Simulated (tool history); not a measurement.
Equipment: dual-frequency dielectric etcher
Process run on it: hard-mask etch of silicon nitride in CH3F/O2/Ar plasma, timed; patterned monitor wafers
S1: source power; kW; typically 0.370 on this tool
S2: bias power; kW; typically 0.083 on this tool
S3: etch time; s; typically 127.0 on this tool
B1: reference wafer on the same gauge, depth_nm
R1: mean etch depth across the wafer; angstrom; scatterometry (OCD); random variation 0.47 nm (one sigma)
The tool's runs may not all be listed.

run,hour,S1,S2,S3,B1,R1
1,0.0,0.370,0.083,127.0,93.9,913
2,26.9,0.370,0.083,127.0,93.8,914
3,73.3,0.370,0.083,127.0,94.0,919
4,101.9,0.370,0.083,127.0,94.0,918
5,240.7,0.370,0.083,127.0,94.2,911
6,299.8,0.370,0.088,127.0,94.3,939
7,325.2,0.410,0.083,127.0,94.2,974
8,390.5,0.410,0.083,127.0,94.4,968
9,457.3,0.370,0.083,109.0,94.5,783
10,483.9,0.370,0.083,110.0,94.7,794
11,520.6,0.370,0.083,110.0,94.7,801
12,588.1,0.370,0.083,110.0,94.8,803
13,628.6,0.310,0.092,156.5,94.9,1077
14,668.5,0.370,0.083,127.0,95.1,920
15,739.5,0.350,0.071,163.5,95.2,1081
16,786.9,0.430,0.091,141.0,95.3,1159
17,856.4,0.420,0.072,101.5,95.4,753
18,922.7,0.410,0.083,127.0,95.6,979
19,965.3,0.420,0.083,110.0,95.8,862
20,1029.3,0.320,0.097,100.0,93.3,708
21,1035.3,0.420,0.083,154.0,93.3,1166
22,1063.6,0.370,0.083,116.5,93.2,832
23,1133.1,0.420,0.066,151.0,93.3,1049
24,1163.2,0.440,0.071,97.0,93.3,716
25,1198.2,0.370,0.077,143.5,93.3,991
26,1255.8,0.370,0.083,127.0,93.3,906
27,1292.5,0.340,0.083,137.5,93.4,937
28,1346.1,0.370,0.089,127.0,93.4,942
29,1373.6,0.370,0.083,127.0,93.5,907
30,1406.7,0.460,0.097,104.0,93.3,892

Taken out of this log: 6 entries between the listed runs. Where each belongs, and how the hidden state differs across it:
From run 5 to run 6: source power generator calibrated (hour 282.9)
  gauge reads high (%): 0.722 -> 0.824
  measured value less the no-hidden-state value, R1: +7 -> +8 angstrom
From run 8 to run 9: wet clean of the chamber (hour 456.8)
  gauge reads high (%): 0.992 -> 1.12
  measured value less the no-hidden-state value, R1: +10 -> +9 angstrom
From run 10 to run 11: bias power generator calibrated (hour 498.0)
  gauge reads high (%): 1.18 -> 1.26
  measured value less the no-hidden-state value, R1: +9 -> +10 angstrom
From run 19 to run 20: upper electrode replaced (hour 994.3); gauge calibrated (hour 1009.4); wet clean of the chamber (hour 1028.8)
  gauge reads high (%): 2.4 -> -0.232
  measured value less the no-hidden-state value, R1: +21 -> -1 angstrom
